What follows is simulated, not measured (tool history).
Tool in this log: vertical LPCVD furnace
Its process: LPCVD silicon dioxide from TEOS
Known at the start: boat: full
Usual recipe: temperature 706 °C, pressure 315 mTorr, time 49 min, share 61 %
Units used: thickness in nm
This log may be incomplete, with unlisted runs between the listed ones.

run	hour	temperature	pressure	time	share	wafers since the last listed run	hours since the last temperature calibration	hours since the pressure gauge was zeroed	hours since the TEOS flow controller was replaced	hours since the gauge calibration	read-back reference wafer on the same gauge, thickness	thickness
1	0	706	370	49	64	0	3032.8	1356.8	2056.3	3381.9	351.88	436.95
2	74.2	706	370	49	64	784	3107	1431	2130.5	3456.1	351.23	433.71
3	116.7	706	315	49	61	449	3149.5	1473.5	2173	3498.6	350.57	389.71
4	195.1	706	315	49	61	828	3227.9	1551.9	2251.4	3577	350.4	389.97
5	294.1	706	315	49	61	1046	3326.9	1650.9	2350.4	3676	349.49	393.61
# hour 401.8: thermocouples replaced and temperature profile calibrated
6	402.3	706	315	42.5	61	889	0.5	1759.1	2458.6	3784.2	348.31	337.95
7	477.3	706	315	42.5	61	792	75.5	1834.1	2533.6	3859.2	347.35	334.42
8	515.3	706	315	49	61	401	113.5	1872.1	2571.6	3897.2	346.98	385.07
9	574.3	706	315	49	61	623	172.5	1931.1	2630.6	3956.2	346.49	386.7
10	664.2	706	315	49	54	950	262.4	2021	2720.5	4046.1	345.45	362.56
11	718.8	706	315	56	61	577	317	2075.6	2775.1	4100.7	345.6	437.46
12	942.1	706	315	49	61	2359	540.3	2298.9	2998.4	4324	342.87	383.37
# hour 1013.5: gauge calibrated
# hour 1045.8: pressure gauge zeroed
13	1050.1	714	315	49	73	887	648.3	4.3	3106.4	36.6	367.77	537.87
14	1098.8	717	355	30	61	514	697	53	3155.1	85.3	367.6	340.89
# hour 1319: TEOS flow controller replaced
15	1414.4	706	315	49	66	3081	1012.6	368.6	95.4	400.9	367.34	424.74
16	1520.5	701	315	49	61	1121	1118.7	474.7	201.5	507	367.1	366.55
17	1624.8	706	315	49	61	1102	1223	579	305.8	611.3	367.36	408.96
18	1672.7	706	315	49	61	506	1270.9	626.9	353.7	659.2	367.13	409.98
19	1723.4	706	355	49	55	535	1321.6	677.6	404.4	709.9	367.39	413.15
20	1765.1	706	315	49	61	440	1363.3	719.3	446.1	751.6	366.93	409.36
21	1819.3	706	380	35.5	61	572	1417.5	773.5	500.3	805.8	367.41	328
22	1894.4	706	375	49	54	793	1492.6	848.6	575.4	880.9	367.02	420.14
23	1987.5	711	315	49	61	983	1585.7	941.7	668.5	974	366.76	458.45
24	2026.6	706	285	49	51	413	1624.8	980.8	707.6	1013.1	366.63	356.87
25	2095.3	706	255	49	61	726	1693.5	1049.5	776.3	1081.8	366.76	366.56
26	2139.6	706	315	49	61	468	1737.8	1093.8	820.6	1126.1	366.33	404.83
27	2204.1	706	315	65	61	681	1802.3	1158.3	885.1	1190.6	365.95	541.02
28	2251.9	698	315	49	53	505	1850.1	1206.1	932.9	1238.4	366.34	317.11
29	2296.8	706	315	49	53	474	1895	1251	977.8	1283.3	365.77	379.67
30	2354.2	706	315	49	61	606	1952.4	1308.4	1035.2	1340.7	365.65	410.4
31	2392.5	696	355	55.5	56	404	1990.7	1346.7	1073.5	1379	365.78	372.91

Hidden condition of the tool, last listed run before each entry between runs versus first listed run after:
After run 5, before run 6: thermocouples replaced and temperature profile calibrated (hour 401.8)
  gauge reads high (%): -4.83 -> -5.09
  difference, measured minus the result without the unlogged condition, thickness: -19.98 -> -18.14 nm
After run 12, before run 13: gauge calibrated (hour 1013.5); pressure gauge zeroed (hour 1045.8)
  gauge reads high (%): -6.52 -> 0.253
  difference, measured minus the result without the unlogged condition, thickness: -26.76 -> +1.36 nm
After run 14, before run 15: TEOS flow controller replaced (hour 1319)
  gauge reads high (%): 0.251 -> 0.201
  difference, measured minus the result without the unlogged condition, thickness: +0.85 -> +0.85 nm

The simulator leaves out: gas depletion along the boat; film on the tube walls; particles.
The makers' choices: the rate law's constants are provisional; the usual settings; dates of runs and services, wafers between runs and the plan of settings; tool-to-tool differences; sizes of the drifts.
